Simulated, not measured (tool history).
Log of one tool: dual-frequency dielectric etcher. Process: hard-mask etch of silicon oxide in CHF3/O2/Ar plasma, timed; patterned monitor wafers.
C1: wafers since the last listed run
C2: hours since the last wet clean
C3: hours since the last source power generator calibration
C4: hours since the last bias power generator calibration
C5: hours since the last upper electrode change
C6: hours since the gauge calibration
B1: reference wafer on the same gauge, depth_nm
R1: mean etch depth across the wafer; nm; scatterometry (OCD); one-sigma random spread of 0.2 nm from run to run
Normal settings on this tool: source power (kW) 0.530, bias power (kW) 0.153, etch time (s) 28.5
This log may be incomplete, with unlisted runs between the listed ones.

run 1 hour=0.0 | source_power_(kW)=0.530 bias_power_(kW)=0.153 etch_time_(s)=28.5 | C1=0 C2=71.3 C3=3944.3 C4=3541.3 C5=3380.4 C6=881.6 | B1=54.2 | R1=51.0
run 2 hour=83.4 | source_power_(kW)=0.470 bias_power_(kW)=0.181 etch_time_(s)=28.5 | C1=1458 C2=154.7 C3=4027.7 C4=3624.7 C5=3463.8 C6=965.0 | B1=54.2 | R1=51.7
run 3 hour=114.7 | source_power_(kW)=0.470 bias_power_(kW)=0.181 etch_time_(s)=28.5 | C1=547 C2=186.0 C3=4059.0 C4=3656.0 C5=3495.1 C6=996.3 | B1=54.2 | R1=51.3
run 4 hour=147.1 | source_power_(kW)=0.470 bias_power_(kW)=0.181 etch_time_(s)=28.5 | C1=566 C2=218.4 C3=4091.4 C4=3688.4 C5=3527.5 C6=1028.7 | B1=54.2 | R1=51.7
run 5 hour=182.3 | source_power_(kW)=0.530 bias_power_(kW)=0.171 etch_time_(s)=33.0 | C1=615 C2=253.6 C3=4126.6 C4=3723.6 C5=3562.7 C6=1063.9 | B1=54.2 | R1=62.1
run 6 hour=206.8 | source_power_(kW)=0.530 bias_power_(kW)=0.153 etch_time_(s)=25.0 | C1=428 C2=278.1 C3=4151.1 C4=3748.1 C5=3587.2 C6=1088.4 | B1=54.2 | R1=45.4
-- hour=241.5 upper electrode replaced
run 7 hour=242.0 | source_power_(kW)=0.530 bias_power_(kW)=0.153 etch_time_(s)=25.0 | C1=195 C2=313.3 C3=4186.3 C4=3783.3 C5=0.5 C6=1123.6 | B1=54.2 | R1=45.4
run 8 hour=257.4 | source_power_(kW)=0.530 bias_power_(kW)=0.153 etch_time_(s)=25.0 | C1=269 C2=328.7 C3=4201.7 C4=3798.7 C5=15.9 C6=1139.0 | B1=54.2 | R1=45.8
-- hour=278.0 bias power generator calibrated
run 9 hour=278.5 | source_power_(kW)=0.580 bias_power_(kW)=0.153 etch_time_(s)=25.5 | C1=298 C2=349.8 C3=4222.8 C4=0.5 C5=37.0 C6=1160.1 | B1=54.2 | R1=48.3
-- hour=297.2 source power generator calibrated
run 10 hour=301.9 | source_power_(kW)=0.530 bias_power_(kW)=0.132 etch_time_(s)=25.5 | C1=339 C2=373.2 C3=4.7 C4=23.9 C5=60.4 C6=1183.5 | B1=54.2 | R1=44.7
run 11 hour=331.1 | source_power_(kW)=0.410 bias_power_(kW)=0.153 etch_time_(s)=23.0 | C1=510 C2=402.4 C3=33.9 C4=53.1 C5=89.6 C6=1212.7 | B1=54.1 | R1=37.8
run 12 hour=368.0 | source_power_(kW)=0.530 bias_power_(kW)=0.153 etch_time_(s)=28.5 | C1=645 C2=439.3 C3=70.8 C4=90.0 C5=126.5 C6=1249.6 | B1=54.2 | R1=52.2
run 13 hour=389.5 | source_power_(kW)=0.530 bias_power_(kW)=0.169 etch_time_(s)=37.0 | C1=375 C2=460.8 C3=92.3 C4=111.5 C5=148.0 C6=1271.1 | B1=54.2 | R1=69.7
run 14 hour=417.3 | source_power_(kW)=0.530 bias_power_(kW)=0.190 etch_time_(s)=20.5 | C1=486 C2=488.6 C3=120.1 C4=139.3 C5=175.8 C6=1298.9 | B1=54.2 | R1=40.1
run 15 hour=442.8 | source_power_(kW)=0.530 bias_power_(kW)=0.187 etch_time_(s)=25.5 | C1=445 C2=514.1 C3=145.6 C4=164.8 C5=201.3 C6=1324.4 | B1=54.2 | R1=49.8
-- hour=448.9 gauge calibrated
run 16 hour=465.6 | source_power_(kW)=0.530 bias_power_(kW)=0.133 etch_time_(s)=31.0 | C1=398 C2=536.9 C3=168.4 C4=187.6 C5=224.1 C6=16.7 | B1=54.2 | R1=55.0
-- hour=509.3 wet clean of the chamber
run 17 hour=509.8 | source_power_(kW)=0.600 bias_power_(kW)=0.153 etch_time_(s)=23.5 | C1=353 C2=0.5 C3=212.6 C4=231.8 C5=268.3 C6=60.9 | B1=54.2 | R1=44.1
run 18 hour=557.0 | source_power_(kW)=0.610 bias_power_(kW)=0.138 etch_time_(s)=28.5 | C1=825 C2=47.7 C3=259.8 C4=279.0 C5=315.5 C6=108.1 | B1=54.2 | R1=52.6
run 19 hour=582.1 | source_power_(kW)=0.620 bias_power_(kW)=0.183 etch_time_(s)=25.5 | C1=438 C2=72.8 C3=284.9 C4=304.1 C5=340.6 C6=133.2 | B1=54.2 | R1=51.6
run 20 hour=616.3 | source_power_(kW)=0.530 bias_power_(kW)=0.184 etch_time_(s)=28.5 | C1=597 C2=107.0 C3=319.1 C4=338.3 C5=374.8 C6=167.4 | B1=54.3 | R1=54.2
run 21 hour=638.4 | source_power_(kW)=0.410 bias_power_(kW)=0.131 etch_time_(s)=34.0 | C1=386 C2=129.1 C3=341.2 C4=360.4 C5=396.9 C6=189.5 | B1=54.2 | R1=52.4
run 22 hour=660.3 | source_power_(kW)=0.650 bias_power_(kW)=0.137 etch_time_(s)=28.5 | C1=382 C2=151.0 C3=363.1 C4=382.3 C5=418.8 C6=211.4 | B1=54.2 | R1=53.8
run 23 hour=731.1 | source_power_(kW)=0.530 bias_power_(kW)=0.153 etch_time_(s)=28.5 | C1=1237 C2=221.8 C3=433.9 C4=453.1 C5=489.6 C6=282.2 | B1=54.2 | R1=51.6
run 24 hour=757.1 | source_power_(kW)=0.450 bias_power_(kW)=0.140 etch_time_(s)=23.0 | C1=454 C2=247.8 C3=459.9 C4=479.1 C5=515.6 C6=308.2 | B1=54.2 | R1=37.9
run 25 hour=774.3 | source_power_(kW)=0.530 bias_power_(kW)=0.173 etch_time_(s)=28.5 | C1=300 C2=265.0 C3=477.1 C4=496.3 C5=532.8 C6=325.4 | B1=54.2 | R1=53.8
run 26 hour=789.0 | source_power_(kW)=0.530 bias_power_(kW)=0.135 etch_time_(s)=20.5 | C1=257 C2=279.7 C3=491.8 C4=511.0 C5=547.5 C6=340.1 | B1=54.2 | R1=36.2
run 27 hour=815.0 | source_power_(kW)=0.530 bias_power_(kW)=0.153 etch_time_(s)=28.5 | C1=454 C2=305.7 C3=517.8 C4=537.0 C5=573.5 C6=366.1 | B1=54.3 | R1=51.8
run 28 hour=846.1 | source_power_(kW)=0.610 bias_power_(kW)=0.138 etch_time_(s)=28.5 | C1=543 C2=336.8 C3=548.9 C4=568.1 C5=604.6 C6=397.2 | B1=54.2 | R1=53.5
run 29 hour=862.9 | source_power_(kW)=0.470 bias_power_(kW)=0.131 etch_time_(s)=24.0 | C1=293 C2=353.6 C3=565.7 C4=584.9 C5=621.4 C6=414.0 | B1=54.2 | R1=40.1

What if the next run were any one of these 5? Each begins from the tool's condition after run 29:
run A hour=863.3 | source_power_(kW)=0.530 bias_power_(kW)=0.153 etch_time_(s)=28.5 | C1=6 C2=354.0 C3=566.1 C4=585.3 C5=621.8 C6=414.4 | B1=? | R1=?
run B hour=863.3 | source_power_(kW)=0.440 bias_power_(kW)=0.139 etch_time_(s)=31.0 | C1=6 C2=354.0 C3=566.1 C4=585.3 C5=621.8 C6=414.4 | B1=? | R1=?
run C hour=863.3 | source_power_(kW)=0.460 bias_power_(kW)=0.153 etch_time_(s)=35.0 | C1=6 C2=354.0 C3=566.1 C4=585.3 C5=621.8 C6=414.4 | B1=? | R1=?
run D hour=863.3 | source_power_(kW)=0.400 bias_power_(kW)=0.153 etch_time_(s)=28.5 | C1=6 C2=354.0 C3=566.1 C4=585.3 C5=621.8 C6=414.4 | B1=? | R1=?
run E hour=863.3 | source_power_(kW)=0.530 bias_power_(kW)=0.188 etch_time_(s)=22.5 | C1=6 C2=354.0 C3=566.1 C4=585.3 C5=621.8 C6=414.4 | B1=? | R1=?

run=A B1=54.2 R1=51.7
run=B B1=54.2 R1=50.6
run=C B1=54.2 R1=59.8
run=D B1=54.2 R1=45.9
run=E B1=54.2 R1=43.3
Take away the tool's hidden state, keep each run's random variation, and the runs would have read:
run=A R1=50.3
run=B R1=49.2
run=C R1=58.2
run=D R1=44.6
run=E R1=42.2
